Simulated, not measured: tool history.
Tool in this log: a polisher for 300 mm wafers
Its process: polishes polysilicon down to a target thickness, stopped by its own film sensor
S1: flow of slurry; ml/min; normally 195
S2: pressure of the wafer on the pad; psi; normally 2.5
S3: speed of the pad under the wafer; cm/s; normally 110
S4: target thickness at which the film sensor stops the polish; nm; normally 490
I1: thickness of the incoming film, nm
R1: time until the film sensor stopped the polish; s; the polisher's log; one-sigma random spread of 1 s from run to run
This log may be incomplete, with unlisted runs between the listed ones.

run 1 hour=0 | S1=245 S2=2.5 S3=110 S4=490 | I1=1142.4 | R1=66.6
run 2 hour=64.2 | S1=245 S2=2.5 S3=110 S4=490 | I1=1160.3 | R1=72.4
run 3 hour=93.4 | S1=245 S2=2.5 S3=110 S4=490 | I1=1163.3 | R1=73.8
run 4 hour=145.6 | S1=195 S2=2.5 S3=110 S4=490 | I1=1144.6 | R1=75.5
-- hour=180.6 worn pad replaced by a new one
run 5 hour=203.5 | S1=195 S2=2.5 S3=110 S4=490 | I1=1143.8 | R1=66.8
run 6 hour=250 | S1=195 S2=2.5 S3=110 S4=490 | I1=1171.8 | R1=72
run 7 hour=314.6 | S1=195 S2=2.5 S3=110 S4=490 | I1=1152.1 | R1=71.4
-- hour=320.7 slurry nozzle cleaned
run 8 hour=385.2 | S1=170 S2=3.2 S3=110 S4=490 | I1=1155.1 | R1=64.4
-- hour=430.7 worn pad replaced by a new one
run 9 hour=449.5 | S1=195 S2=2.5 S3=110 S4=490 | I1=1156.2 | R1=68.9
run 10 hour=557.6 | S1=195 S2=2.5 S3=110 S4=490 | I1=1180.8 | R1=72.9
-- hour=582.3 head pressure recalibrated
run 11 hour=624.5 | S1=195 S2=2.5 S3=110 S4=490 | I1=1155.3 | R1=68.7
-- hour=630.8 slurry nozzle cleaned
run 12 hour=659.7 | S1=165 S2=2.5 S3=128 S4=490 | I1=1159.1 | R1=64.2
-- hour=663.8 worn pad replaced by a new one
run 13 hour=708.9 | S1=240 S2=3.1 S3=110 S4=490 | I1=1155.6 | R1=54.9
run 14 hour=753.8 | S1=195 S2=2.5 S3=110 S4=490 | I1=1161.3 | R1=68.2
-- hour=908.6 worn pad replaced by a new one
-- hour=927.2 slurry nozzle cleaned
run 15 hour=955.8 | S1=135 S2=2.1 S3=126 S4=410 | I1=1177.5 | R1=83.6
run 16 hour=1014.6 | S1=195 S2=2.5 S3=110 S4=490 | I1=1160.5 | R1=68.3
run 17 hour=1129.6 | S1=195 S2=2.2 S3=110 S4=632 | I1=1165.1 | R1=65.5
-- hour=1184.7 worn pad replaced by a new one
run 18 hour=1186.6 | S1=255 S2=2.5 S3=110 S4=490 | I1=1180.2 | R1=73.2
-- hour=1213.8 slurry nozzle cleaned
run 19 hour=1250.9 | S1=195 S2=2.5 S3=138 S4=490 | I1=1165.8 | R1=57.9
run 20 hour=1302.5 | S1=195 S2=1.6 S3=110 S4=490 | I1=1148.1 | R1=93.9

Run-by-run hidden state of the tool:
slurry flow missing at the pad, %: 0 at every run
H1: removal rate lost through wear of the pad, %
H2: deviation of the head's pressure from its setpoint, %
run=1 H1=4.08 H2=-9.66
run=2 H1=7.08 H2=-10
run=3 H1=8.93 H2=-10.2
run=4 H1=13 H2=-10.4
run=5 H1=1.33 H2=-10.7
run=6 H1=2.09 H2=-10.8
run=7 H1=4.42 H2=-11.1
run=8 H1=8.64 H2=-11.3
run=9 H1=0.576 H2=-11.4
run=10 H1=3.36 H2=-11.7
run=11 H1=7.16 H2=-3.35
run=12 H1=9.79 H2=-4.17
run=13 H1=0.449 H2=-5.23
run=14 H1=1.52 H2=-6.1
run=15 H1=0.705 H2=-9.15
run=16 H1=2.3 H2=-9.82
run=17 H1=8.95 H2=-10.9
run=18 H1=2.57 H2=-11.4
run=19 H1=3.34 H2=-11.8
run=20 H1=5.02 H2=-12.1
